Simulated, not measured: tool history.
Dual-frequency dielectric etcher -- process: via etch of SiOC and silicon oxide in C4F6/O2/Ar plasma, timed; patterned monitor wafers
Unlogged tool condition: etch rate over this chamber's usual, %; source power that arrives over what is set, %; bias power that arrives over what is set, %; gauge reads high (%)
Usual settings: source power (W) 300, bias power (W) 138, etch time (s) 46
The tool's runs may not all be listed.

run,day,source power (W),bias power (W),etch time (s),wafers since the last listed run,hours since the last wet clean,hours since the last source power generator calibration,hours since the last bias power generator calibration,hours since the last upper electrode change,hours since the gauge calibration,"read-back reference wafer on the same gauge, depth_nm",mean etch depth across the wafer (nm)
1,0.000,300,147,46,0,94.7,3101.5,2952.7,5027.1,989.1,33.55,39.11
2,2.883,300,147,46,1072,163.9,3170.7,3021.9,5096.3,1058.3,33.43,38.97
3,4.096,300,162,46,451,193.0,3199.8,3051.0,5125.4,1087.4,33.52,39.80
4,6.700,300,138,46,968,255.5,3262.3,3113.5,5187.9,1149.9,33.48,37.95
5,7.929,300,138,46,457,285.0,3291.8,3143.0,5217.4,1179.4,33.45,37.28
6,10.850,300,138,46,1086,355.1,3361.9,3213.1,5287.5,1249.5,33.45,37.18
# day 12.342: wet clean of the chamber
7,12.362,300,138,46,190,0.5,3398.2,3249.4,5323.8,1285.8,33.63,38.38
# day 14.617: upper electrode replaced
8,14.638,300,138,46,474,55.1,3452.8,3304.0,0.5,1340.4,33.48,38.47
# day 15.896: source power generator calibrated
# day 16.367: gauge calibrated
# day 16.904: bias power generator calibrated
9,17.217,300,138,46,835,117.0,31.7,7.5,62.4,20.4,33.56,37.86
10,18.904,300,138,46,627,157.5,72.2,48.0,102.9,60.9,33.55,37.49
11,20.079,300,138,46,437,185.7,100.4,76.2,131.1,89.1,33.42,37.80
12,22.267,340,138,57,813,238.2,152.9,128.7,183.6,141.6,33.47,48.86
13,23.458,340,138,50,443,266.8,181.5,157.3,212.2,170.2,33.48,42.72
14,26.175,300,121,46,1010,332.0,246.7,222.5,277.4,235.4,33.60,35.63

What will run 15 give?
15,28.346,300,138,46,807,384.1,298.8,274.6,329.5,287.5,?,?

Run 15 yielded read-back reference wafer on the same gauge, depth_nm 33.49, mean etch depth across the wafer (nm) 36.84.
Without the tool's hidden state the same run would have given mean etch depth across the wafer (nm) 38.77.
